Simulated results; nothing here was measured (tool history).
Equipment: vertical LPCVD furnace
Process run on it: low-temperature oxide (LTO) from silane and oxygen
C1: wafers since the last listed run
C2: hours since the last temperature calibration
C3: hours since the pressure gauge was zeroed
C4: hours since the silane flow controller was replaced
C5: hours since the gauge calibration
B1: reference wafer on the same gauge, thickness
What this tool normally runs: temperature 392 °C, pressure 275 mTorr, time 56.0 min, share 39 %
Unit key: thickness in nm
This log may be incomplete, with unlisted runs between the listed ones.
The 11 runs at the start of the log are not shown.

run 12 hour=627.3 | temperature=392 pressure=275 time=56.0 share=42 | C1=1253 C2=4395.7 C3=3533.6 C4=337.6 C5=268.4 | B1=482.10 | thickness=626.26
run 13 hour=692.8 | temperature=399 pressure=300 time=71.5 share=46 | C1=1259 C2=4461.2 C3=3599.1 C4=403.1 C5=333.9 | B1=483.93 | thickness=1043.48
-- hour=743.9 thermocouples replaced and temperature profile calibrated
run 14 hour=744.4 | temperature=398 pressure=215 time=56.0 share=31 | C1=530 C2=0.5 C3=3650.7 C4=454.7 C5=385.5 | B1=482.46 | thickness=359.02
run 15 hour=805.0 | temperature=392 pressure=220 time=56.0 share=39 | C1=1165 C2=61.1 C3=3711.3 C4=515.3 C5=446.1 | B1=482.70 | thickness=465.95
run 16 hour=855.7 | temperature=400 pressure=275 time=56.0 share=39 | C1=974 C2=111.8 C3=3762.0 C4=566.0 C5=496.8 | B1=484.04 | thickness=632.03
run 17 hour=901.5 | temperature=392 pressure=225 time=56.0 share=39 | C1=880 C2=157.6 C3=3807.8 C4=611.8 C5=542.6 | B1=482.52 | thickness=476.07
run 18 hour=959.4 | temperature=396 pressure=335 time=56.0 share=39 | C1=1113 C2=215.5 C3=3865.7 C4=669.7 C5=600.5 | B1=483.73 | thickness=735.08
run 19 hour=1021.2 | temperature=388 pressure=245 time=67.5 share=39 | C1=1188 C2=277.3 C3=3927.5 C4=731.5 C5=662.3 | B1=482.58 | thickness=597.15
run 20 hour=1082.8 | temperature=382 pressure=215 time=36.5 share=42 | C1=1184 C2=338.9 C3=3989.1 C4=793.1 C5=723.9 | B1=483.30 | thickness=292.64
run 21 hour=1146.8 | temperature=383 pressure=275 time=56.0 share=39 | C1=1230 C2=402.9 C3=4053.1 C4=857.1 C5=787.9 | B1=482.61 | thickness=520.74
run 22 hour=1217.2 | temperature=392 pressure=210 time=41.0 share=32 | C1=1353 C2=473.3 C3=4123.5 C4=927.5 C5=858.3 | B1=482.22 | thickness=253.47
run 23 hour=1273.5 | temperature=383 pressure=275 time=48.0 share=39 | C1=1082 C2=529.6 C3=4179.8 C4=983.8 C5=914.6 | B1=483.30 | thickness=447.78
-- hour=1314.0 pressure gauge zeroed
run 24 hour=1319.2 | temperature=392 pressure=275 time=56.0 share=44 | C1=417 C2=575.3 C3=5.2 C4=1029.5 C5=960.3 | B1=482.54 | thickness=635.96
run 25 hour=1357.9 | temperature=392 pressure=275 time=56.0 share=39 | C1=744 C2=614.0 C3=43.9 C4=1068.2 C5=999.0 | B1=483.29 | thickness=552.82
run 26 hour=1391.1 | temperature=392 pressure=275 time=56.0 share=39 | C1=638 C2=647.2 C3=77.1 C4=1101.4 C5=1032.2 | B1=483.86 | thickness=554.89
run 27 hour=1439.8 | temperature=392 pressure=275 time=56.0 share=46 | C1=936 C2=695.9 C3=125.8 C4=1150.1 C5=1080.9 | B1=482.76 | thickness=674.99
run 28 hour=1487.3 | temperature=383 pressure=275 time=34.0 share=46 | C1=913 C2=743.4 C3=173.3 C4=1197.6 C5=1128.4 | B1=483.02 | thickness=366.71
-- hour=1621.1 gauge calibrated
run 29 hour=1694.4 | temperature=392 pressure=275 time=56.0 share=39 | C1=3981 C2=950.5 C3=380.4 C4=1404.7 C5=73.3 | B1=482.77 | thickness=555.04
run 30 hour=1737.7 | temperature=385 pressure=275 time=42.0 share=42 | C1=832 C2=993.8 C3=423.7 C4=1448.0 C5=116.6 | B1=483.23 | thickness=422.02
run 31 hour=1779.4 | temperature=399 pressure=275 time=56.0 share=39 | C1=801 C2=1035.5 C3=465.4 C4=1489.7 C5=158.3 | B1=482.57 | thickness=601.40
run 32 hour=1809.5 | temperature=392 pressure=325 time=49.0 share=33 | C1=578 C2=1065.6 C3=495.5 C4=1519.8 C5=188.4 | B1=483.42 | thickness=459.61

Each row is a separate what-if for the run after 32, all from the same tool condition, not one after another. Results?
run A hour=1813.8 | temperature=392 pressure=275 time=50.0 share=39 | C1=82 C2=1069.9 C3=499.8 C4=1524.1 C5=192.7 | B1=? | thickness=?
run B hour=1813.8 | temperature=403 pressure=215 time=45.0 share=45 | C1=82 C2=1069.9 C3=499.8 C4=1524.1 C5=192.7 | B1=? | thickness=?
run C hour=1813.8 | temperature=385 pressure=230 time=56.0 share=42 | C1=82 C2=1069.9 C3=499.8 C4=1524.1 C5=192.7 | B1=? | thickness=?

run=A B1=483.27 thickness=496.87
run=B B1=483.27 thickness=464.03
run=C B1=483.27 thickness=469.86
With no hidden state in the tool, these same runs would have given:
run=A thickness=497.18
run=B thickness=464.39
run=C thickness=470.20
